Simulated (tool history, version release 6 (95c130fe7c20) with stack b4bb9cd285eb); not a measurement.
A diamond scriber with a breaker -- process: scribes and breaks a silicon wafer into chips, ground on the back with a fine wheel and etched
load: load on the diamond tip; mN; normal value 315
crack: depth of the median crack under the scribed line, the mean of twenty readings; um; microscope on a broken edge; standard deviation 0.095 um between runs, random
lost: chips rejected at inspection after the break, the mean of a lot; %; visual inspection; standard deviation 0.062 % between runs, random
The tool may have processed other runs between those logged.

| run | hour | load | incoming depth of the damage left on the back of the incoming wafer, um | crack | lost |
|---|---|---|---|---|---|
| 1 | 0.0 | 315 | 0.45 | 6.91 | 2.83 |
| 2 | 25.2 | 315 | 0.56 | 7.01 | 2.88 |
| 3 | 48.9 | 315 | 0.54 | 7.03 | 3.20 |
| 4 | 77.2 | 261 | 0.78 | 6.11 | 12.91 |
| 5 | 103.3 | 261 | 0.42 | 5.95 | 13.63 |
| 6 | 127.3 | 261 | 0.30 | 5.99 | 13.99 |
| 7 | 160.0 | 315 | 0.62 | 6.86 | 4.39 |
| 8 | 176.1 | 315 | 0.74 | 6.79 | 4.80 |
| 9 | 193.6 | 315 | 0.50 | 6.59 | 4.79 |
| 10 | 215.7 | 286 | 0.64 | 6.24 | 11.27 |
| 11 | 240.4 | 286 | 0.63 | 6.26 | 10.01 |
| 12 | 263.2 | 286 | 0.54 | 6.18 | 11.11 |
| 13 | 290.3 | 315 | 0.40 | 6.58 | 6.50 |
| 14 | 312.2 | 315 | 0.42 | 6.42 | 6.68 |
| 15 | 380.3 | 315 | 0.52 | 6.30 | 8.89 |
| 16 | 435.8 | 315 | 0.65 | 6.22 | 10.58 |
|  | 447.8 | diamond tip replaced by a new one |
| 17 | 452.2 | 315 | 0.37 | 7.79 | 1.09 |
| 18 | 481.4 | 315 | 0.79 | 7.66 | 1.22 |
| 19 | 516.0 | 383 | 0.34 | 8.53 | 3.53 |
| 20 | 550.2 | 362 | 0.59 | 8.09 | 2.02 |
| 21 | 569.1 | 285 | 0.72 | 6.77 | 3.29 |
| 22 | 596.8 | 230 | 0.68 | 5.96 | 13.98 |
| 23 | 610.1 | 315 | 0.47 | 7.12 | 1.40 |
| 24 | 624.2 | 387 | 0.49 | 8.39 | 3.22 |
| 25 | 653.4 | 315 | 0.78 | 7.33 | 1.63 |
| 26 | 672.4 | 252 | 0.55 | 6.21 | 8.80 |
| 27 | 704.5 | 315 | 0.45 | 7.19 | 1.98 |
|  | 719.9 | load on the tip recalibrated |
| 28 | 736.8 | 315 | 0.76 | 7.06 | 2.25 |
| 29 | 772.5 | 315 | 0.52 | 7.00 | 2.49 |
| 30 | 792.8 | 355 | 0.64 | 7.63 | 1.13 |
| 31 | 826.7 | 271 | 0.51 | 6.33 | 8.38 |
| 32 | 841.6 | 224 | 0.72 | 5.57 | 23.89 |
| 33 | 859.5 | 399 | 0.58 | 8.08 | 1.97 |
| 34 | 881.2 | 275 | 0.71 | 6.27 | 9.23 |
| 35 | 897.5 | 232 | 0.42 | 5.58 | 22.06 |
| 36 | 922.5 | 352 | 0.36 | 7.37 | 1.54 |

Branching from run 36: 5 alternative next runs. What would each branch give?
| A | 923.2 | 404 | 0.58 | ? | ? |
| B | 923.2 | 405 | 0.58 | ? | ? |
| C | 923.2 | 274 | 0.58 | ? | ? |
| D | 923.2 | 236 | 0.58 | ? | ? |
| E | 923.2 | 289 | 0.58 | ? | ? |

| run | crack | lost |
|---|---|---|
| A | 8.04 | 1.58 |
| B | 8.06 | 1.62 |
| C | 6.19 | 10.12 |
| D | 5.60 | 19.69 |
| E | 6.42 | 7.40 |
What these runs would have given with no unlogged condition in the tool:
| run | crack | lost |
|---|---|---|
| A | 9.04 | 6.85 |
| B | 9.06 | 6.96 |
| C | 6.96 | 2.93 |
| D | 6.29 | 8.85 |
| E | 7.22 | 1.77 |
